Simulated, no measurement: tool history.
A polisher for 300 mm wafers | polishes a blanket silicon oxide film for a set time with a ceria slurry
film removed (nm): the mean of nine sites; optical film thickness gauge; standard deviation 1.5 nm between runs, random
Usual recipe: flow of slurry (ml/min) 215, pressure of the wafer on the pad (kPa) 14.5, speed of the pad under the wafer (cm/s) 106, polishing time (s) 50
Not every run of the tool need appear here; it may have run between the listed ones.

run    hour  flow of slurry (ml/min)  pressure of the wafer on the pad (kPa)  speed of the pad under the wafer (cm/s)  polishing time (s)  wafers since the last listed run  wafers polished on this pad  hours since the slurry nozzle was cleaned  hours since the head pressure was calibrated  incoming thickness of the incoming film, nm  film removed (nm)
  1     0.0                      215                                    14.5                                      106                  50                                 0                          795                                      247.9                                         254.9                                        745.5              174.5
  2    25.9                      215                                    14.5                                      106                  50                               301                         1096                                      273.8                                         280.8                                        725.6              173.5
  3    57.8                      215                                    14.5                                      106                  50                               371                         1468                                      305.7                                         312.7                                        749.6              168.6
  4    86.7                      215                                    15.2                                      106                  50                               336                         1805                                      334.6                                         341.6                                        722.6              177.7
  5   142.3                      215                                    15.2                                      106                  50                               648                         2453                                      390.2                                         397.2                                        727.9              171.1
      147.6  -- worn pad replaced by a new one
  6   172.6                      180                                    14.5                                      106                  50                               306                          291                                      420.5                                         427.5                                        732.7              178.4
  7   231.4                      215                                    14.5                                      106                  50                               685                          976                                      479.3                                         486.3                                        737.6              170.9
  8   267.8                      215                                    14.5                                      106                  50                               424                         1401                                      515.7                                         522.7                                        743.3              168.6
  9   305.7                      215                                    14.5                                      106                  50                               441                         1842                                      553.6                                         560.6                                        730.6              167.6
 10   336.3                      215                                    14.5                                      106                  50                               356                         2199                                      584.2                                         591.2                                        748.0              163.1
      386.2  -- worn pad replaced by a new one
 11   387.2                      265                                    11.0                                      106                  50                               546                           11                                      635.1                                         642.1                                        741.0              140.1
 12   429.7                      265                                    11.0                                      106                  50                               495                          506                                      677.6                                         684.6                                        736.1              137.6
      596.1  -- worn pad replaced by a new one
      603.6  -- slurry nozzle cleaned
 13   608.0                      265                                    14.5                                       90                  55                              2019                          126                                        4.4                                         862.9                                        750.5              171.2
 14   641.9                      195                                    14.5                                       90                  50                               395                          521                                       38.3                                         896.8                                        726.3              147.8
 15   677.1                      190                                    10.3                                       70                  38                               410                          932                                       73.5                                         932.0                                        747.0               63.1
 16   743.8                      215                                    14.5                                      106                  50                               777                         1709                                      140.2                                         998.7                                        741.7              169.3
 17   814.8                      215                                    17.2                                      106                  50                               827                         2536                                      211.2                                        1069.7                                        734.6              196.0
      850.5  -- worn pad replaced by a new one
      863.7  -- head pressure recalibrated
 18   883.4                      170                                    14.5                                       72                  50                               729                          359                                      279.8                                          19.7                                        736.2              118.5
 19   919.8                      215                                    15.2                                      106                  50                               424                          783                                      316.2                                          56.1                                        753.9              184.1
 20   977.8                      195                                    14.5                                       88                  50                               675                         1459                                      374.2                                         114.1                                        748.6              141.1
 21  1024.5                      170                                    15.9                                      140                  38                               544                         2004                                      420.9                                         160.8                                        734.1              181.3
 22  1051.7                      215                                    14.5                                      106                  50                               317                         2321                                      448.1                                         188.0                                        742.9              166.6
     1065.9  -- worn pad replaced by a new one
 23  1106.9                      265                                    14.5                                      140                  43                               596                          477                                      503.3                                         243.2                                        751.5              208.1
 24  1138.2                      215                                    14.5                                      106                  50                               364                          842                                      534.6                                         274.5                                        748.4              176.0
 25  1199.3                      290                                    14.5                                       84                  35                               712                         1554                                      595.7                                         335.6                                        732.8               98.1

Consider 5 possible next runs. They are alternatives, not a sequence: every one starts from the tool as it was left by run 25. What does each give?
  A  1199.7                      275                                    14.5                                      106                  50                                 4                         1559                                      596.1                                         336.0                                        738.4                  ?
  B  1199.7                      215                                    14.5                                      106                  45                                 4                         1559                                      596.1                                         336.0                                        738.4                  ?
  C  1199.7                      260                                    15.9                                      134                  43                                 4                         1559                                      596.1                                         336.0                                        738.4                  ?
  D  1199.7                      215                                    14.5                                      106                  55                                 4                         1559                                      596.1                                         336.0                                        738.4                  ?
  E  1199.7                      170                                    17.2                                      124                  38                                 4                         1559                                      596.1                                         336.0                                        738.4                  ?

run  film removed (nm)
  A              176.5
  B              156.0
  C              209.3
  D              190.7
  E              180.3
With the hidden condition removed and each run's random variation left untouched, the same runs would have given:
run  film removed (nm)
  A              187.9
  B              166.1
  C              222.8
  D              203.0
  E              192.0
